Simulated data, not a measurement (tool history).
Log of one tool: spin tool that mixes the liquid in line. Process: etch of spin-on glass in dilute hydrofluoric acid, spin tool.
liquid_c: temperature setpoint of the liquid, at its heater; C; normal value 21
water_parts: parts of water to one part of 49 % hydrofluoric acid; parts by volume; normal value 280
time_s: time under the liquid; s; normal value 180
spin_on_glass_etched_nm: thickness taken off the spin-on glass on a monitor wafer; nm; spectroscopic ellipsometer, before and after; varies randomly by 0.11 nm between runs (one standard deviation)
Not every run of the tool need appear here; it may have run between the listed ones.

run    hour  liquid_c  water_parts  time_s  wafers since the last listed run  hours since the thermometer was replaced  hours since the hydrofluoric acid flow meter was replaced  hours since the gauge calibration  read-back film thickness of the spin-on glass reference wafer, read on the same gauge (nm)  spin_on_glass_etched_nm
  1       0        21          280     180                                 0                                    1082.3                                                     1106.3                              966.7                                                                                       39.96                    11.51
  2    66.5        21          280     180                               598                                    1148.8                                                     1172.8                             1033.2                                                                                          40                    11.76
  3   137.3        18          280     180                               636                                    1219.6                                                     1243.6                               1104                                                                                       40.06                    10.26
  4   207.9        18          280     180                               634                                    1290.2                                                     1314.2                             1174.6                                                                                       40.04                    10.38
  5   247.1        18          280     180                               352                                    1329.4                                                     1353.4                             1213.8                                                                                          40                    10.34
  6   305.7        21          280     180                               526                                      1388                                                       1412                             1272.4                                                                                       40.02                    11.63
  7   342.8        20          280     180                               333                                    1425.1                                                     1449.1                             1309.5                                                                                          40                    11.45
  8   406.7        20          280     180                               574                                      1489                                                       1513                             1373.4                                                                                       40.02                    11.58
  9   613.3        20          280     180                              1857                                    1695.6                                                     1719.6                               1580                                                                                       39.96                    11.53
 10   637.8        21          280     180                               220                                    1720.1                                                     1744.1                             1604.5                                                                                       40.01                    11.69
      644.7  -- hydrofluoric acid flow meter replaced
 11   680.7        21          170     180                               376                                      1763                                                         36                             1647.4                                                                                       40.01                    21.78
 12   727.6      25.5          280     115                               421                                    1809.9                                                       82.9                             1694.3                                                                                       39.99                     8.79
      831.5  -- gauge calibrated
 13   862.2        24          380      85                              1210                                    1944.5                                                      217.5                               30.7                                                                                       40.02                     4.17
 14     933        21          400     285                               636                                    2015.3                                                      288.3                              101.5                                                                                       39.99                    11.82
 15   979.9        17          160      70                               421                                    2062.2                                                      335.2                              148.4                                                                                       39.95                     8.05
 16  1049.9      22.5          280     180                               629                                    2132.2                                                      405.2                              218.4                                                                                       40.06                    12.69
 17  1111.7        21          280     180                               555                                      2194                                                        467                              280.2                                                                                       40.01                    12.15
 18  1137.6        21          280     180                               232                                    2219.9                                                      492.9                              306.1                                                                                       39.98                    12.02
 19  1162.8        21          280     180                               226                                    2245.1                                                      518.1                              331.3                                                                                       39.99                    12.19
     1165.6  -- thermometer replaced
 20  1195.7        21          345     180                               286                                      30.1                                                        551                              364.2                                                                                       39.95                     8.52
 21  1255.3        26          315     110                               535                                      89.7                                                      610.6                              423.8                                                                                          40                     7.05
 22  1281.5        21          280     180                               235                                     115.9                                                      636.8                                450                                                                                          40                    11.16
 23  1332.5        21          395     180                               458                                     166.9                                                      687.8                                501                                                                                          40                     7.13
 24  1365.8        21          280     180                               299                                     200.2                                                      721.1                              534.3                                                                                          40                    11.25
 25  1437.5      17.5          280     180                               644                                     271.9                                                      792.8                                606                                                                                       39.99                     9.97
 26  1497.2        18          280     275                               536                                     331.6                                                      852.5                              665.7                                                                                       39.99                    15.25
 27  1525.3        18          280     105                               252                                     359.7                                                      880.6                              693.8                                                                                       39.99                     5.94
 28  1569.4        17          370     180                               396                                     403.8                                                      924.7                              737.9                                                                                          40                      6.9
 29  1594.4        21          280     180                               224                                     428.8                                                      949.7                              762.9                                                                                          40                    11.36
 30  1618.8      23.5          220      70                               219                                     453.2                                                      974.1                              787.3                                                                                       40.01                     6.58
 31  1679.7      25.5          280     115                               547                                     514.1                                                       1035                              848.2                                                                                       39.99                     8.58
 32  1731.8        19          280     245                               468                                     566.2                                                     1087.1                              900.3                                                                                       40.02                    14.12
 33  1793.8        21          225     270                               557                                     628.2                                                     1149.1                              962.3                                                                                       39.99                    22.25
 34  1863.2        21          280     180                               624                                     697.6                                                     1218.5                             1031.7                                                                                       40.01                    11.54

Here are 4 independent what-if runs from the current tool condition. What would each one return?
  A  1863.7        21          280     180                                 4                                     698.1                                                       1219                             1032.2                                                                                           ?                        ?
  B  1863.7        17          400      90                                 4                                     698.1                                                       1219                             1032.2                                                                                           ?                        ?
  C  1863.7        19          370     180                                 4                                     698.1                                                       1219                             1032.2                                                                                           ?                        ?
  D  1863.7        21          355     110                                 4                                     698.1                                                       1219                             1032.2                                                                                           ?                        ?

run  read-back film thickness of the spin-on glass reference wafer, read on the same gauge (nm)  spin_on_glass_etched_nm
  A                                                                                       40.02                    11.47
  B                                                                                       40.02                     3.14
  C                                                                                       40.02                     7.46
  D                                                                                       40.02                     5.16
What these runs would have given with no unlogged condition in the tool:
run  spin_on_glass_etched_nm
  A                    11.01
  B                     3.01
  C                     7.16
  D                     4.96
